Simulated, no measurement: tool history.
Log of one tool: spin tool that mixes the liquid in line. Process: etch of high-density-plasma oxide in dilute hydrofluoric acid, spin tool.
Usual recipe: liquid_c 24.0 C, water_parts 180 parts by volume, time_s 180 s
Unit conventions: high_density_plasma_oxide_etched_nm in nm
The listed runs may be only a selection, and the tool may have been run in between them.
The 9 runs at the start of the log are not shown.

run	hour	liquid_c	water_parts	time_s	read-back film thickness of the high-density-plasma oxide reference wafer, read on the same gauge (nm)	high_density_plasma_oxide_etched_nm
10	218.2	24.0	180	180	149.99	9.25
# hour 238.2: thermometer replaced
11	246.1	24.0	180	180	150.03	9.31
12	272.2	24.0	180	180	149.98	9.36
13	300.0	24.0	180	180	149.99	9.40
14	316.0	24.0	180	180	150.01	9.42
# hour 327.8: hydrofluoric acid flow meter replaced
# hour 353.3: gauge calibrated
15	368.8	24.0	180	180	149.99	8.30
16	389.5	24.0	180	180	150.01	8.38
17	405.0	25.5	235	105	149.99	3.75
18	424.6	24.0	235	215	150.00	7.23
19	460.1	21.0	180	180	150.01	7.53
20	493.6	24.0	180	180	150.04	8.49
21	529.4	28.0	230	80	150.04	3.24
22	552.0	24.0	210	265	150.04	10.42
23	565.0	24.0	180	180	150.00	8.62
24	582.0	24.0	135	180	150.02	12.03
25	600.7	19.0	105	180	150.03	13.05
26	626.4	24.0	180	180	150.01	8.72
27	643.0	24.0	180	255	150.00	12.32
28	655.6	24.0	180	150	149.98	7.21
29	684.0	24.0	125	180	149.99	13.24
30	720.9	24.0	180	180	150.01	8.60

5 ways to go on from here, each from the tool as it stands after run 30. What would each give?
A	721.4	24.0	180	180	?	?
B	721.4	19.5	140	180	?	?
C	721.4	28.5	110	180	?	?
D	721.4	20.5	255	145	?	?
E	721.4	20.0	180	180	?	?

run	read-back film thickness of the high-density-plasma oxide reference wafer, read on the same gauge (nm)	high_density_plasma_oxide_etched_nm
A	150.00	8.64
B	150.00	9.71
C	150.00	18.19
D	150.00	4.00
E	150.00	7.41
Take away the tool's hidden state, keep each run's random variation, and the runs would have read:
run	high_density_plasma_oxide_etched_nm
A	8.17
B	9.20
C	17.23
D	3.78
E	7.01

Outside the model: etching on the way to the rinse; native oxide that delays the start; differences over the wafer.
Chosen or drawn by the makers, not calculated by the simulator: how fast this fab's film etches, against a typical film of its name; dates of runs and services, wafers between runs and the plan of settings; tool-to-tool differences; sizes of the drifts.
